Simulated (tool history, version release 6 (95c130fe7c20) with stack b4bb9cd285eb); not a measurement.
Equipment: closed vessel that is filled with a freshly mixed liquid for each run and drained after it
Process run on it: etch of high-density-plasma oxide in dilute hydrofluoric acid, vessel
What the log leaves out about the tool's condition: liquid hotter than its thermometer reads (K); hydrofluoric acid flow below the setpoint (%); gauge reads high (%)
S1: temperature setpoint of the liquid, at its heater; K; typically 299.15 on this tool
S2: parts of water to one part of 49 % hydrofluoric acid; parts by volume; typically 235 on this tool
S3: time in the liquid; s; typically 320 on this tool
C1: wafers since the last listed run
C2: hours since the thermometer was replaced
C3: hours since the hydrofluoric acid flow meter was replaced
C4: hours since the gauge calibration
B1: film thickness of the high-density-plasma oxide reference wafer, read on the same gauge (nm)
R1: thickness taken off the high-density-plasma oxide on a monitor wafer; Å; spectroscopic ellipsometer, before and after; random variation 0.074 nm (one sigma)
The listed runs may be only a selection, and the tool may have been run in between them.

run	day	S1	S2	S3	C1	C2	C3	C4	B1	R1
1	0	299.15	285	320	0	897.6	663	585.3	130	74.4
2	1.8	299.15	285	320	3876	940.8	706.2	628.5	129.99	75.7
3	3.571	299.15	285	320	3813	983.3	748.7	671	130.01	75.8
4	4.667	302.15	235	320	2359	1009.6	775	697.3	129.99	106.6
5	11.308	302.15	235	320	14302	1169	934.4	856.7	130.05	106.8
6	13.558	299.15	235	320	4845	1223	988.4	910.7	129.99	96.1
7	16.512	299.15	235	320	6361	1293.9	1059.3	981.6	130.01	95.5
8	17.792	299.15	235	320	2754	1324.6	1090	1012.3	129.98	96.4
# day 18.438: gauge calibrated
9	20.588	299.15	235	320	6020	1391.7	1157.1	51.6	129.99	95.7
10	21.796	299.15	290	320	2602	1420.7	1186.1	80.6	129.98	72
11	23.1	299.15	290	320	2808	1452	1217.4	111.9	130	72.3
# day 25.138: hydrofluoric acid flow meter replaced
12	26.071	299.15	290	320	6307	1523.3	22.4	183.2	130.01	79.2
13	27.642	296.65	280	320	3382	1561	60.1	220.9	129.99	76.4
14	28.883	296.65	280	320	2673	1590.8	89.9	250.7	130	74.9
# day 29.275: thermometer replaced
15	31.788	299.15	235	320	6164	60.3	159.6	320.4	129.99	95.6
16	34.258	296.65	235	260	5320	119.6	218.9	379.7	130.02	71
17	36.288	296.65	235	490	4369	168.3	267.6	428.4	129.94	133
18	37.333	299.15	235	320	2252	193.4	292.7	453.5	129.99	96
19	38.642	299.15	290	250	2817	224.8	324.1	484.9	129.98	57.6
20	40.888	299.15	275	465	4836	278.7	378	538.8	129.97	113.4
21	43.146	299.15	235	420	4863	332.9	432.2	593	129.95	124.9
22	45.288	299.15	235	320	4611	384.3	483.6	644.4	129.96	94.5
23	46.912	301.65	235	160	3499	423.3	522.6	683.4	130.03	52
24	48.175	301.65	285	425	2718	453.6	552.9	713.7	129.97	106.8
25	50.288	299.15	235	320	4549	504.3	603.6	764.4	130	94.9
26	52.388	299.15	235	320	4522	554.7	654	814.8	129.99	94.5

Run 27, settings as shown, results not yet in. Your forecast:
27	54.196	303.15	155	320	3894	598.1	697.4	858.2	?	?

{"run 27": {"B1": 130, "R1": 181.3}}
Take away the tool's hidden state, keep the run-to-run variation as it was, and the same run would have given R1 184.6 Å.
